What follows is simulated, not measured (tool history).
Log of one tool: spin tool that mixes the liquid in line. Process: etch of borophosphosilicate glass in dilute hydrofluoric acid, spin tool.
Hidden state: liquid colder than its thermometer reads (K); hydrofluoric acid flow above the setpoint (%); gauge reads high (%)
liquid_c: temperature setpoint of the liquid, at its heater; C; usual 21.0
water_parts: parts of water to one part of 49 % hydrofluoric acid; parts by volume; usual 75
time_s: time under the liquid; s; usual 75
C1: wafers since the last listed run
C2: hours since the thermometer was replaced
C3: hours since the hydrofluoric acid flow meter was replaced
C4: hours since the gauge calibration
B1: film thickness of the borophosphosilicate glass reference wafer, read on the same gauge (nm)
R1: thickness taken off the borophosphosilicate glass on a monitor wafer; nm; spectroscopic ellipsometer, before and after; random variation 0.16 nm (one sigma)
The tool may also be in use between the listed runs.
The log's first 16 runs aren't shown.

At hour 798.0: gauge calibrated.
Run 17, hour 804.6: usual settings but liquid_c 22.5 C, water_parts 105 parts by volume, time_s 110 s; C1 646; C2 2270.2; C3 500.5; C4 6.6; B1 49.99. Result: R1 43.46 nm.
Run 18, hour 870.5: usual settings but liquid_c 19.5 C; C1 629; C2 2336.1; C3 566.4; C4 72.5; B1 50.00. Result: R1 38.11 nm.
At hour 918.2: thermometer replaced.
Run 19, hour 932.6: usual settings but water_parts 45 parts by volume; C1 583; C2 14.4; C3 628.5; C4 134.6; B1 50.00. Result: R1 73.18 nm.
At hour 973.6: hydrofluoric acid flow meter replaced.
Run 20, hour 980.7: usual settings; C1 450; C2 62.5; C3 7.1; C4 182.7; B1 50.01. Result: R1 41.57 nm.
Run 21, hour 1016.1: usual settings but time_s 105 s; C1 338; C2 97.9; C3 42.5; C4 218.1; B1 50.00. Result: R1 58.03 nm.
Run 22, hour 1041.9: usual settings; C1 246; C2 123.7; C3 68.3; C4 243.9; B1 50.01. Result: R1 41.27 nm.
Run 23, hour 1087.5: usual settings but liquid_c 25.5 C, water_parts 55 parts by volume, time_s 110 s; C1 435; C2 169.3; C3 113.9; C4 289.5; B1 50.01. Result: R1 102.11 nm.
Run 24, hour 1157.2: usual settings but liquid_c 22.5 C, water_parts 100 parts by volume, time_s 95 s; C1 665; C2 239.0; C3 183.6; C4 359.2; B1 50.00. Result: R1 41.04 nm.
Run 25, hour 1195.7: usual settings but liquid_c 22.5 C, water_parts 50 parts by volume, time_s 35 s; C1 367; C2 277.5; C3 222.1; C4 397.7; B1 50.00. Result: R1 31.83 nm.
Run 26, hour 1248.8: usual settings but liquid_c 23.0 C, water_parts 105 parts by volume, time_s 115 s; C1 507; C2 330.6; C3 275.2; C4 450.8; B1 49.99. Result: R1 48.00 nm.
Run 27, hour 1295.7: usual settings but liquid_c 18.5 C, water_parts 100 parts by volume, time_s 45 s; C1 448; C2 377.5; C3 322.1; C4 497.7; B1 50.00. Result: R1 16.40 nm.
Run 28, hour 1351.9: usual settings but liquid_c 18.5 C, time_s 110 s; C1 537; C2 433.7; C3 378.3; C4 553.9; B1 50.01. Result: R1 54.92 nm.
Run 29, hour 1402.4: usual settings; C1 482; C2 484.2; C3 428.8; C4 604.4; B1 49.99. Result: R1 41.74 nm.
Run 30, hour 1458.9: usual settings; C1 539; C2 540.7; C3 485.3; C4 660.9; B1 49.99. Result: R1 41.81 nm.
Run 31, hour 1511.0: usual settings but liquid_c 24.0 C; C1 497; C2 592.8; C3 537.4; C4 713.0; B1 50.00. Result: R1 47.13 nm.
Run 32, hour 1543.0: usual settings but liquid_c 23.0 C, water_parts 105 parts by volume, time_s 115 s; C1 305; C2 624.8; C3 569.4; C4 745.0; B1 49.98. Result: R1 47.72 nm.

Forecast each of these 4 alternatives for the next run:
Run A, hour 1543.4: usual settings; C1 3; C2 625.2; C3 569.8; C4 745.4; B1 ?. Result: R1 ?.
Run B, hour 1543.4: usual settings but liquid_c 19.5 C, water_parts 105 parts by volume, time_s 100 s; C1 3; C2 625.2; C3 569.8; C4 745.4; B1 ?. Result: R1 ?.
Run C, hour 1543.4: usual settings but water_parts 90 parts by volume, time_s 30 s; C1 3; C2 625.2; C3 569.8; C4 745.4; B1 ?. Result: R1 ?.
Run D, hour 1543.4: usual settings but water_parts 110 parts by volume; C1 3; C2 625.2; C3 569.8; C4 745.4; B1 ?. Result: R1 ?.

run     B1     R1
  A  50.01  41.90
  B  50.01  36.27
  C  50.01  13.73
  D  50.01  27.47
Without the tool's hidden state the same runs would have given:
run     R1
  A  41.92
  B  36.26
  C  13.73
  D  27.44
